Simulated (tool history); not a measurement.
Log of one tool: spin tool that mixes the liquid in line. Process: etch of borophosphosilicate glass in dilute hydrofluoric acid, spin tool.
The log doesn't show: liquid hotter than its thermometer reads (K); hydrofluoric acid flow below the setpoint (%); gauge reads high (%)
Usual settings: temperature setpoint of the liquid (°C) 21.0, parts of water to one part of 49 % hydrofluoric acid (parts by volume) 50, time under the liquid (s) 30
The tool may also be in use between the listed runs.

| run | hour | temperature setpoint of the liquid (°C) | parts of water to one part of 49 % hydrofluoric acid (parts by volume) | time under the liquid (s) | wafers since the last listed run | hours since the thermometer was replaced | hours since the hydrofluoric acid flow meter was replaced | hours since the gauge calibration | read-back film thickness of the borophosphosilicate glass reference wafer, read on the same gauge (nm) | thickness taken off the borophosphosilicate glass on a monitor wafer (angstrom) |
|---|---|---|---|---|---|---|---|---|---|---|
| 1 | 0.0 | 24.0 | 50 | 30 | 0 | 2213.5 | 512.5 | 21.3 | 109.65 | 205.1 |
| 2 | 32.9 | 24.0 | 50 | 30 | 516 | 2246.4 | 545.4 | 54.2 | 109.51 | 206.0 |
| 3 | 53.5 | 24.0 | 50 | 30 | 323 | 2267.0 | 566.0 | 74.8 | 109.37 | 204.9 |
| 4 | 75.3 | 21.0 | 50 | 30 | 342 | 2288.8 | 587.8 | 96.6 | 109.29 | 180.2 |
| 5 | 110.5 | 21.0 | 50 | 30 | 552 | 2324.0 | 623.0 | 131.8 | 109.14 | 180.1 |
| 6 | 125.0 | 21.0 | 50 | 30 | 227 | 2338.5 | 637.5 | 146.3 | 109.03 | 180.3 |
| 7 | 154.3 | 21.0 | 50 | 30 | 460 | 2367.8 | 666.8 | 175.6 | 108.95 | 179.5 |
| 8 | 178.4 | 21.0 | 50 | 30 | 378 | 2391.9 | 690.9 | 199.7 | 108.86 | 180.2 |
| 9 | 214.4 | 21.0 | 50 | 40 | 565 | 2427.9 | 726.9 | 235.7 | 108.61 | 239.9 |
|  | 223.0 | thermometer replaced |
| 10 | 229.4 | 21.0 | 50 | 40 | 219 | 6.4 | 741.9 | 250.7 | 108.61 | 237.9 |
| 11 | 249.7 | 17.0 | 40 | 35 | 318 | 26.7 | 762.2 | 271.0 | 108.53 | 222.2 |
|  | 281.5 | hydrofluoric acid flow meter replaced |
| 12 | 290.6 | 21.0 | 50 | 30 | 626 | 67.6 | 9.1 | 311.9 | 108.33 | 179.1 |
| 13 | 321.5 | 21.0 | 50 | 30 | 485 | 98.5 | 40.0 | 342.8 | 108.24 | 179.5 |
| 14 | 349.1 | 21.0 | 50 | 30 | 433 | 126.1 | 67.6 | 370.4 | 108.08 | 177.2 |
|  | 350.7 | gauge calibrated |
| 15 | 361.2 | 21.0 | 25 | 45 | 189 | 138.2 | 79.7 | 10.5 | 109.92 | 562.5 |
| 16 | 385.9 | 21.0 | 50 | 30 | 387 | 162.9 | 104.4 | 35.2 | 109.87 | 182.4 |
| 17 | 408.6 | 21.0 | 25 | 30 | 356 | 185.6 | 127.1 | 57.9 | 109.75 | 372.9 |
| 18 | 436.2 | 21.0 | 70 | 30 | 433 | 213.2 | 154.7 | 85.5 | 109.62 | 126.4 |
| 19 | 468.0 | 17.0 | 65 | 25 | 499 | 245.0 | 186.5 | 117.3 | 109.51 | 96.4 |
| 20 | 489.0 | 19.5 | 70 | 45 | 329 | 266.0 | 207.5 | 138.3 | 109.38 | 177.7 |

The tool's hidden state at each run:
liquid hotter than its thermometer reads (K): 0 in every run
hydrofluoric acid flow below the setpoint (%): 0 in every run
H1: gauge reads high (%)
| run | H1 |
|---|---|
| 1 | -0.352 |
| 2 | -0.484 |
| 3 | -0.566 |
| 4 | -0.653 |
| 5 | -0.794 |
| 6 | -0.852 |
| 7 | -0.969 |
| 8 | -1.07 |
| 9 | -1.21 |
| 10 | -1.27 |
| 11 | -1.35 |
| 12 | -1.51 |
| 13 | -1.64 |
| 14 | -1.75 |
| 15 | -0.0204 |
| 16 | -0.119 |
| 17 | -0.21 |
| 18 | -0.32 |
| 19 | -0.448 |
| 20 | -0.532 |
